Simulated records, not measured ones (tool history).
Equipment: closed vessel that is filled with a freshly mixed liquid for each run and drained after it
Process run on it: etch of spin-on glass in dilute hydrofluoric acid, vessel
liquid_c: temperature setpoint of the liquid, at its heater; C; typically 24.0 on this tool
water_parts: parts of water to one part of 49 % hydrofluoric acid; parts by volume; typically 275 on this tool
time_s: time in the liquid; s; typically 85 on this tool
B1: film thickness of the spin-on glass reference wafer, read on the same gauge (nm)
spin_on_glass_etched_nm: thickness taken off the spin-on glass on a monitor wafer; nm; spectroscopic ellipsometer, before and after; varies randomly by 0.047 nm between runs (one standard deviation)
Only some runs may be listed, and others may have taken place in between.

run 1 hour=0.0 | liquid_c=24.0 water_parts=275 time_s=85 | B1=50.00 | spin_on_glass_etched_nm=14.69
run 2 hour=57.4 | liquid_c=24.0 water_parts=275 time_s=85 | B1=50.07 | spin_on_glass_etched_nm=14.60
run 3 hour=105.0 | liquid_c=24.0 water_parts=190 time_s=85 | B1=50.01 | spin_on_glass_etched_nm=23.11
run 4 hour=144.3 | liquid_c=24.0 water_parts=190 time_s=85 | B1=49.95 | spin_on_glass_etched_nm=23.22
run 5 hour=192.5 | liquid_c=24.0 water_parts=190 time_s=85 | B1=50.07 | spin_on_glass_etched_nm=23.17
run 6 hour=260.8 | liquid_c=24.0 water_parts=275 time_s=105 | B1=49.98 | spin_on_glass_etched_nm=18.13
run 7 hour=445.5 | liquid_c=24.0 water_parts=275 time_s=105 | B1=50.04 | spin_on_glass_etched_nm=18.38
run 8 hour=497.2 | liquid_c=20.5 water_parts=275 time_s=85 | B1=50.04 | spin_on_glass_etched_nm=12.99
-- hour=591.9 hydrofluoric acid flow meter replaced
run 9 hour=712.5 | liquid_c=20.5 water_parts=275 time_s=85 | B1=50.02 | spin_on_glass_etched_nm=12.49
run 10 hour=774.0 | liquid_c=22.5 water_parts=275 time_s=85 | B1=49.96 | spin_on_glass_etched_nm=13.55
run 11 hour=817.8 | liquid_c=22.5 water_parts=275 time_s=85 | B1=50.04 | spin_on_glass_etched_nm=13.41
run 12 hour=853.7 | liquid_c=24.0 water_parts=275 time_s=85 | B1=50.03 | spin_on_glass_etched_nm=14.27
run 13 hour=879.0 | liquid_c=24.0 water_parts=275 time_s=65 | B1=49.99 | spin_on_glass_etched_nm=10.92
run 14 hour=903.5 | liquid_c=24.0 water_parts=275 time_s=65 | B1=50.01 | spin_on_glass_etched_nm=10.93
run 15 hour=948.1 | liquid_c=24.0 water_parts=275 time_s=65 | B1=49.96 | spin_on_glass_etched_nm=10.91
-- hour=966.2 gauge calibrated
-- hour=993.0 thermometer replaced
run 16 hour=998.8 | liquid_c=20.0 water_parts=145 time_s=40 | B1=49.98 | spin_on_glass_etched_nm=12.54
run 17 hour=1029.5 | liquid_c=24.0 water_parts=275 time_s=70 | B1=50.03 | spin_on_glass_etched_nm=11.77
run 18 hour=1096.2 | liquid_c=24.0 water_parts=275 time_s=85 | B1=50.02 | spin_on_glass_etched_nm=14.36
run 19 hour=1144.3 | liquid_c=24.0 water_parts=235 time_s=85 | B1=49.96 | spin_on_glass_etched_nm=17.43
run 20 hour=1203.1 | liquid_c=20.0 water_parts=275 time_s=85 | B1=49.98 | spin_on_glass_etched_nm=12.40
run 21 hour=1273.0 | liquid_c=21.5 water_parts=230 time_s=85 | B1=49.94 | spin_on_glass_etched_nm=16.36
run 22 hour=1326.7 | liquid_c=24.0 water_parts=360 time_s=85 | B1=49.99 | spin_on_glass_etched_nm=10.14
run 23 hour=1389.3 | liquid_c=24.0 water_parts=275 time_s=50 | B1=50.04 | spin_on_glass_etched_nm=8.44
run 24 hour=1415.3 | liquid_c=27.5 water_parts=355 time_s=45 | B1=49.98 | spin_on_glass_etched_nm=6.15
run 25 hour=1477.6 | liquid_c=27.0 water_parts=350 time_s=85 | B1=50.03 | spin_on_glass_etched_nm=11.64
run 26 hour=1536.7 | liquid_c=24.0 water_parts=275 time_s=85 | B1=49.99 | spin_on_glass_etched_nm=14.49
run 27 hour=1569.5 | liquid_c=24.0 water_parts=275 time_s=85 | B1=50.00 | spin_on_glass_etched_nm=14.37
run 28 hour=1628.6 | liquid_c=20.0 water_parts=170 time_s=105 | B1=50.00 | spin_on_glass_etched_nm=27.51
run 29 hour=1659.8 | liquid_c=22.5 water_parts=275 time_s=105 | B1=50.01 | spin_on_glass_etched_nm=16.81
run 30 hour=1721.2 | liquid_c=24.0 water_parts=275 time_s=45 | B1=49.99 | spin_on_glass_etched_nm=7.63

Branching from run 30: 3 alternative next runs. What would each branch give?
run A hour=1721.9 | liquid_c=24.0 water_parts=275 time_s=85 | B1=? | spin_on_glass_etched_nm=?
run B hour=1721.9 | liquid_c=24.0 water_parts=340 time_s=45 | B1=? | spin_on_glass_etched_nm=?
run C hour=1721.9 | liquid_c=26.5 water_parts=195 time_s=130 | B1=? | spin_on_glass_etched_nm=?

run=A B1=49.98 spin_on_glass_etched_nm=14.41
run=B B1=49.98 spin_on_glass_etched_nm=5.80
run=C B1=49.98 spin_on_glass_etched_nm=36.98
Take away the tool's hidden state, keep each run's random variation, and the runs would have read:
run=A spin_on_glass_etched_nm=14.10
run=B spin_on_glass_etched_nm=5.67
run=C spin_on_glass_etched_nm=36.21
